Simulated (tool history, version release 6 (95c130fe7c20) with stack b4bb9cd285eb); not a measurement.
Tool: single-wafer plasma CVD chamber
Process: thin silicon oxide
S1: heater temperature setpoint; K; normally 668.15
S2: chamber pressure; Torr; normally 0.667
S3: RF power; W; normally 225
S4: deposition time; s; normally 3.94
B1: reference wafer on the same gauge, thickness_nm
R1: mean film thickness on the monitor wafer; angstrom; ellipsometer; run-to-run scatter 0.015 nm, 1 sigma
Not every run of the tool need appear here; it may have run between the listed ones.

run   hour      S1     S2   S3    S4     B1     R1
  1    0.0  668.15  0.667  225  3.94  4.850  52.30
  2   13.1  668.15  0.667  225  3.94  4.851  52.34
  3   28.2  668.15  0.667  225  3.94  4.841  52.64
  4   44.8  668.15  0.667  225  3.94  4.845  52.73
  5   52.0  668.15  0.667  225  3.94  4.848  52.72
  6   58.1  668.15  0.667  225  3.94  4.860  52.66
  7   68.1  668.15  0.667  225  3.94  4.846  52.70
  8   82.4  668.15  0.667  225  3.94  4.853  52.62
  9   97.4  668.15  0.667  225  3.94  4.846  52.65
 10  111.2  672.15  0.667  245  3.94  4.851  54.15
 11  127.8  672.15  0.667  245  3.94  4.848  54.55
     139.1  -- showerhead replaced
 12  139.6  668.15  0.727  225  3.94  4.860  57.58
 13  143.0  654.15  0.543  225  3.64  4.852  40.23
 14  158.3  663.15  0.532  225  3.94  4.850  42.51
 15  164.6  668.15  0.820  190  3.94  4.852  59.17
     172.4  -- gauge calibrated
 16  177.5  668.15  0.667  225  3.94  4.856  53.09
     194.8  -- thermocouple changed; heater temperature recalibrated
 17  195.3  668.15  0.667  225  3.94  4.849  53.24
 18  206.0  674.15  0.667  225  4.17  4.846  55.70
 19  216.1  660.15  0.667  200  3.44  4.853  44.50
     239.3  -- capacitance manometer re-zeroed and calibrated
     259.2  -- RF generator calibrated
 20  266.6  668.15  0.590  225  3.94  4.851  43.68
 21  278.5  677.15  0.520  260  4.54  4.846  46.67
 22  293.2  656.15  0.725  225  4.59  4.853  62.86
 23  307.1  662.15  0.825  180  3.55  4.850  49.45
 24  320.3  668.15  0.554  200  3.94  4.854  39.23
 25  330.4  653.15  0.667  225  3.94  4.851  49.74

3 ways to go on from here, each from the tool as it stands after run 25. What would each give?
  A  330.8  673.15  0.667  225  3.94   ?   ?
  B  330.8  668.15  0.726  265  3.94   ?   ?
  C  330.8  661.15  0.715  225  3.94   ?   ?

run     B1     R1
  A  4.848  49.13
  B  4.848  57.13
  C  4.848  52.93
What these runs would have given with no unlogged condition in the tool:
run     R1
  A  48.52
  B  56.44
  C  52.29
